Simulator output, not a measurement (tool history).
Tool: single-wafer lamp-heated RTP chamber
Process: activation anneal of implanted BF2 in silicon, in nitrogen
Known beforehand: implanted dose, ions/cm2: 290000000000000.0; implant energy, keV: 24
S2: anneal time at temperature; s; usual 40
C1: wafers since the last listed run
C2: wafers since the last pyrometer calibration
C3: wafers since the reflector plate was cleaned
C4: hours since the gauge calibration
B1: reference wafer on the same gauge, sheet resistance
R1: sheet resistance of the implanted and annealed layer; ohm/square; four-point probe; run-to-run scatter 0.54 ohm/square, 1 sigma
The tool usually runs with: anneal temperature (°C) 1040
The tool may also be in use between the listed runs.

run 1 day=0 | anneal_temperature_(°C)=1040 S2=40 | C1=0 C2=6754 C3=4617 C4=1905.3 | B1=402.16 | R1=355.16
-- day=1.017 pyrometer window cleaned and pyrometer calibrated
run 2 day=2.788 | anneal_temperature_(°C)=1040 S2=40 | C1=501 C2=361 C3=5119 C4=1972.2 | B1=402.21 | R1=359.65
run 3 day=6.796 | anneal_temperature_(°C)=1040 S2=40 | C1=818 C2=1180 C3=5938 C4=2068.4 | B1=401.81 | R1=358.98
run 4 day=9.508 | anneal_temperature_(°C)=1040 S2=48 | C1=554 C2=1734 C3=6492 C4=2133.5 | B1=402.01 | R1=357.1
-- day=12.075 reflector plate cleaned
run 5 day=12.804 | anneal_temperature_(°C)=1040 S2=48 | C1=605 C2=2339 C3=148 C4=2212.6 | B1=401.99 | R1=356.61
run 6 day=14.6 | anneal_temperature_(°C)=1040 S2=48 | C1=366 C2=2706 C3=515 C4=2255.7 | B1=402.08 | R1=355.96
run 7 day=17.85 | anneal_temperature_(°C)=1040 S2=40 | C1=663 C2=3370 C3=1179 C4=2333.7 | B1=401.86 | R1=357.64
run 8 day=20.988 | anneal_temperature_(°C)=1040 S2=40 | C1=640 C2=4011 C3=1820 C4=2409 | B1=401.86 | R1=356.64
run 9 day=24.004 | anneal_temperature_(°C)=1040 S2=40 | C1=616 C2=4627 C3=2437 C4=2481.4 | B1=402.23 | R1=357.11
run 10 day=26.312 | anneal_temperature_(°C)=1040 S2=58 | C1=471 C2=5099 C3=2908 C4=2536.8 | B1=402.25 | R1=352.25
run 11 day=29.458 | anneal_temperature_(°C)=1040 S2=58 | C1=642 C2=5742 C3=3551 C4=2612.3 | B1=402.17 | R1=352.17
-- day=30.438 pyrometer window cleaned and pyrometer calibrated
run 12 day=30.962 | anneal_temperature_(°C)=1040 S2=40 | C1=239 C2=107 C3=3790 C4=2648.4 | B1=402.12 | R1=359.5
run 13 day=34.612 | anneal_temperature_(°C)=1056 S2=64 | C1=745 C2=853 C3=4536 C4=2736 | B1=402.04 | R1=349.09
run 14 day=36.392 | anneal_temperature_(°C)=1040 S2=40 | C1=363 C2=1216 C3=4899 C4=2778.7 | B1=401.82 | R1=359.09
run 15 day=38.329 | anneal_temperature_(°C)=1060 S2=20 | C1=395 C2=1612 C3=5295 C4=2825.2 | B1=402.31 | R1=362.24
run 16 day=41.479 | anneal_temperature_(°C)=1011 S2=62 | C1=643 C2=2255 C3=5939 C4=2900.8 | B1=401.95 | R1=359.08
-- day=46.612 gauge calibrated
-- day=46.95 reflector plate cleaned
run 17 day=46.971 | anneal_temperature_(°C)=1040 S2=40 | C1=1053 C2=3309 C3=4 C4=8.6 | B1=402.17 | R1=358.52
run 18 day=49.158 | anneal_temperature_(°C)=1040 S2=40 | C1=446 C2=3756 C3=451 C4=61.1 | B1=402.13 | R1=358.74
run 19 day=52.279 | anneal_temperature_(°C)=1031 S2=32 | C1=637 C2=4394 C3=1088 C4=136 | B1=401.97 | R1=361.24
run 20 day=55.058 | anneal_temperature_(°C)=1029 S2=55 | C1=567 C2=4962 C3=1656 C4=202.7 | B1=401.95 | R1=356.12
-- day=57.429 pyrometer window cleaned and pyrometer calibrated
run 21 day=58.692 | anneal_temperature_(°C)=1019 S2=20 | C1=674 C2=257 C3=2330 C4=289.9 | B1=401.88 | R1=366.27
run 22 day=62.733 | anneal_temperature_(°C)=1016 S2=57 | C1=825 C2=1083 C3=3156 C4=386.9 | B1=401.97 | R1=359.14
run 23 day=64.321 | anneal_temperature_(°C)=1040 S2=40 | C1=324 C2=1407 C3=3480 C4=425 | B1=401.85 | R1=357.82
run 24 day=67.521 | anneal_temperature_(°C)=1040 S2=40 | C1=653 C2=2061 C3=4134 C4=501.8 | B1=402.11 | R1=358.06
run 25 day=69.175 | anneal_temperature_(°C)=1040 S2=40 | C1=337 C2=2399 C3=4472 C4=541.5 | B1=402.01 | R1=357.19
run 26 day=72.804 | anneal_temperature_(°C)=1026 S2=25 | C1=741 C2=3140 C3=5213 C4=628.6 | B1=402.01 | R1=364.76
run 27 day=77.1 | anneal_temperature_(°C)=1040 S2=29 | C1=877 C2=4018 C3=6091 C4=731.7 | B1=402.03 | R1=361.02
run 28 day=80.138 | anneal_temperature_(°C)=1018 S2=48 | C1=620 C2=4639 C3=6712 C4=804.6 | B1=402.18 | R1=359.3
run 29 day=84.212 | anneal_temperature_(°C)=1064 S2=31 | C1=832 C2=5471 C3=7544 C4=902.4 | B1=402.22 | R1=353.79
-- day=86.775 reflector plate cleaned
run 30 day=86.896 | anneal_temperature_(°C)=1040 S2=40 | C1=480 C2=5951 C3=24 C4=966.8 | B1=402.19 | R1=356.91
-- day=88.271 pyrometer window cleaned and pyrometer calibrated
run 31 day=90.346 | anneal_temperature_(°C)=1016 S2=20 | C1=636 C2=423 C3=661 C4=1049.6 | B1=402.05 | R1=367.65
run 32 day=94.754 | anneal_temperature_(°C)=1059 S2=23 | C1=900 C2=1324 C3=1561 C4=1155.4 | B1=401.99 | R1=360.9
run 33 day=98.696 | anneal_temperature_(°C)=1040 S2=22 | C1=805 C2=2129 C3=2367 C4=1250 | B1=401.9 | R1=363.25
run 34 day=102.146 | anneal_temperature_(°C)=1040 S2=32 | C1=704 C2=2834 C3=3071 C4=1332.8 | B1=401.97 | R1=360.66
run 35 day=104.308 | anneal_temperature_(°C)=1061 S2=47 | C1=441 C2=3276 C3=3513 C4=1384.7 | B1=402 | R1=350.83
run 36 day=108.721 | anneal_temperature_(°C)=1031 S2=40 | C1=901 C2=4177 C3=4415 C4=1490.6 | B1=402.01 | R1=359.72

Exercise: give the hidden state of the tool at every run:
wafer temperature error from the tarnished reflector plate, K: 0 on each run
gauge reads high (%): 0 on each run
H1: true wafer temperature minus pyrometer reading, K
run=1 H1=13.7
run=2 H1=0.143
run=3 H1=0.496
run=4 H1=0.949
run=5 H1=1.73
run=6 H1=2.26
run=7 H1=3.42
run=8 H1=4.77
run=9 H1=6.28
run=10 H1=7.58
run=11 H1=9.56
run=12 H1=0.0106
run=13 H1=0.211
run=14 H1=0.422
run=15 H1=0.735
run=16 H1=1.43
run=17 H1=3.2
run=18 H1=4.1
run=19 H1=5.58
run=20 H1=7.09
run=21 H1=2.61
run=22 H1=2.92
run=23 H1=3.15
run=24 H1=3.78
run=25 H1=4.21
run=26 H1=5.36
run=27 H1=7.12
run=28 H1=8.62
run=29 H1=11
run=30 H1=12.7
run=31 H1=1.67
run=32 H1=2.11
run=33 H1=2.89
run=34 H1=3.87
run=35 H1=4.63
run=36 H1=6.51

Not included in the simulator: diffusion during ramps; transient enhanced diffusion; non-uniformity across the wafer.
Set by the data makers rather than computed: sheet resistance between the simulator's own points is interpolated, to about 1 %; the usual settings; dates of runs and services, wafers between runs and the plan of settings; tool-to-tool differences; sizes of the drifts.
